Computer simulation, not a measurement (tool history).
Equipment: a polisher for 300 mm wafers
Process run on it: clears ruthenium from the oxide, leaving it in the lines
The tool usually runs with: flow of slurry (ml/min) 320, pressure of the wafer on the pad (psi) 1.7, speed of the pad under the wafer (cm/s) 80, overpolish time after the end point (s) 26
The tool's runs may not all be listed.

run	hour	flow of slurry (ml/min)	pressure of the wafer on the pad (psi)	speed of the pad under the wafer (cm/s)	overpolish time after the end point (s)	incoming thickness of the incoming film, nm	time until the end point was called (s)
1	0	320	1.7	80	26	75.4	104.5
2	210.3	320	1.7	80	26	75.2	109.8
3	293.2	320	1.7	80	26	75.5	111.5
# hour 325.2: slurry nozzle cleaned
4	333	320	1.7	80	26	74	107.7
5	392.1	320	1.7	80	26	75.5	110.5
# hour 421.6: worn pad replaced by a new one
6	465	320	1.7	80	17	74.4	99.3
7	688	320	1.7	80	17	75.4	108
8	793	320	1.7	80	26	73.7	108.1
9	842.1	350	1.7	80	26	75.2	112.4
# hour 858.1: slurry nozzle cleaned
10	949	350	1.7	80	26	75.4	111.1
# hour 972: head pressure recalibrated
# hour 994.6: worn pad replaced by a new one
11	997.4	350	1.7	80	26	75.7	99.3
12	1057.2	320	1.7	80	29	75.5	103.9
13	1145.4	320	1.7	80	36	75.4	106.3
14	1184.2	320	1.7	80	26	75.5	108.2
15	1427.9	235	1.4	70	33	75.2	154.4
# hour 1471: worn pad replaced by a new one
# hour 1488.7: slurry nozzle cleaned
16	1700.9	320	1.7	80	26	75.6	105.6
17	1791.9	320	1.7	80	26	75.5	108.7
18	1898.8	320	1.7	80	26	76.5	111.5
19	1992.8	225	1.9	70	26	74.7	114.6
# hour 2010.2: worn pad replaced by a new one
20	2068.6	350	1.4	80	35	76.5	120.6
# hour 2098.4: slurry nozzle cleaned
21	2107.7	320	1.7	80	26	74.6	101.7
22	2215.6	420	1.7	80	26	73.9	104.3
23	2277.5	320	2.2	56	18	75	124.7
24	2323	320	1.9	98	26	73.8	80
25	2424.9	320	2	94	19	75.3	81
# hour 2476.8: head pressure recalibrated
26	2481	240	2	66	26	73.7	119.6
# hour 2495.7: worn pad replaced by a new one
27	2564.9	320	2.2	80	26	75.4	82.8
# hour 2614: slurry nozzle cleaned
28	2642.1	320	1.7	96	26	74.5	87.1

Below are 3 alternative next runs, each starting from the tool's condition after run 28. Predict each:
A	2642.6	320	1.7	80	15	74.4	?
B	2642.6	255	1.5	80	26	74.4	?
C	2642.6	240	1.7	92	26	74.4	?

run	time until the end point was called (s)
A	104.8
B	117.9
C	92.6
Stripped of hidden state, with their random variation kept, the same runs would have yielded:
run	time until the end point was called (s)
A	95.4
B	107.3
C	84.3
